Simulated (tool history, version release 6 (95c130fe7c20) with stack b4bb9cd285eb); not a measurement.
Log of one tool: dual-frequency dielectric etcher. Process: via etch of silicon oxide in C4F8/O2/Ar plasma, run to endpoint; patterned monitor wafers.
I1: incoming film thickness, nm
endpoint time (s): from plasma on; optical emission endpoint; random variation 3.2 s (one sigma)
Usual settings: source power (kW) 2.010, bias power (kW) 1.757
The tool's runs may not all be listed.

run 1 day=0.000 | source_power_(kW)=2.010 bias_power_(kW)=1.757 | I1=1837.6 | endpoint_time_(s)=387.8
run 2 day=1.754 | source_power_(kW)=2.010 bias_power_(kW)=1.757 | I1=1809.0 | endpoint_time_(s)=381.2
run 3 day=3.171 | source_power_(kW)=2.010 bias_power_(kW)=1.757 | I1=1829.0 | endpoint_time_(s)=381.9
-- day=5.896 wet clean of the chamber
run 4 day=5.917 | source_power_(kW)=2.010 bias_power_(kW)=1.527 | I1=1831.2 | endpoint_time_(s)=418.5
run 5 day=7.604 | source_power_(kW)=1.760 bias_power_(kW)=1.757 | I1=1836.2 | endpoint_time_(s)=423.6
run 6 day=9.167 | source_power_(kW)=1.760 bias_power_(kW)=1.757 | I1=1841.2 | endpoint_time_(s)=428.4
run 7 day=11.212 | source_power_(kW)=1.760 bias_power_(kW)=1.757 | I1=1838.7 | endpoint_time_(s)=424.0
run 8 day=13.442 | source_power_(kW)=2.340 bias_power_(kW)=1.854 | I1=1823.8 | endpoint_time_(s)=363.3
run 9 day=16.696 | source_power_(kW)=2.340 bias_power_(kW)=1.854 | I1=1838.1 | endpoint_time_(s)=355.3
run 10 day=18.617 | source_power_(kW)=2.340 bias_power_(kW)=1.854 | I1=1806.3 | endpoint_time_(s)=353.2
run 11 day=20.288 | source_power_(kW)=2.010 bias_power_(kW)=1.757 | I1=1831.2 | endpoint_time_(s)=390.7
run 12 day=22.258 | source_power_(kW)=2.010 bias_power_(kW)=1.757 | I1=1846.0 | endpoint_time_(s)=391.5
run 13 day=24.325 | source_power_(kW)=2.010 bias_power_(kW)=1.757 | I1=1820.9 | endpoint_time_(s)=381.0
-- day=24.892 source power generator calibrated
run 14 day=26.483 | source_power_(kW)=2.010 bias_power_(kW)=1.757 | I1=1837.4 | endpoint_time_(s)=380.9
-- day=28.800 wet clean of the chamber
run 15 day=28.821 | source_power_(kW)=2.010 bias_power_(kW)=1.757 | I1=1843.5 | endpoint_time_(s)=407.1
run 16 day=31.262 | source_power_(kW)=2.010 bias_power_(kW)=1.757 | I1=1838.7 | endpoint_time_(s)=406.3
run 17 day=37.521 | source_power_(kW)=2.310 bias_power_(kW)=1.617 | I1=1836.0 | endpoint_time_(s)=378.9
run 18 day=39.321 | source_power_(kW)=1.630 bias_power_(kW)=1.562 | I1=1852.7 | endpoint_time_(s)=460.0
-- day=40.733 upper electrode replaced
run 19 day=41.025 | source_power_(kW)=2.360 bias_power_(kW)=1.383 | I1=1843.3 | endpoint_time_(s)=393.8
run 20 day=43.262 | source_power_(kW)=2.010 bias_power_(kW)=1.757 | I1=1826.7 | endpoint_time_(s)=393.4
run 21 day=45.112 | source_power_(kW)=2.310 bias_power_(kW)=1.617 | I1=1850.2 | endpoint_time_(s)=376.5
-- day=47.754 wet clean of the chamber
run 22 day=47.775 | source_power_(kW)=2.010 bias_power_(kW)=1.757 | I1=1823.6 | endpoint_time_(s)=410.2
run 23 day=49.042 | source_power_(kW)=2.010 bias_power_(kW)=1.757 | I1=1843.5 | endpoint_time_(s)=410.6
run 24 day=50.300 | source_power_(kW)=1.760 bias_power_(kW)=1.757 | I1=1842.8 | endpoint_time_(s)=433.0
run 25 day=51.771 | source_power_(kW)=2.260 bias_power_(kW)=1.508 | I1=1828.7 | endpoint_time_(s)=397.4

The next listed run, before its measurement:
run 26 day=54.354 | source_power_(kW)=2.010 bias_power_(kW)=1.757 | I1=1855.2 | endpoint_time_(s)=?

endpoint time (s): 407.6
Without the tool's hidden state the same run would have given endpoint time (s) 410.8.
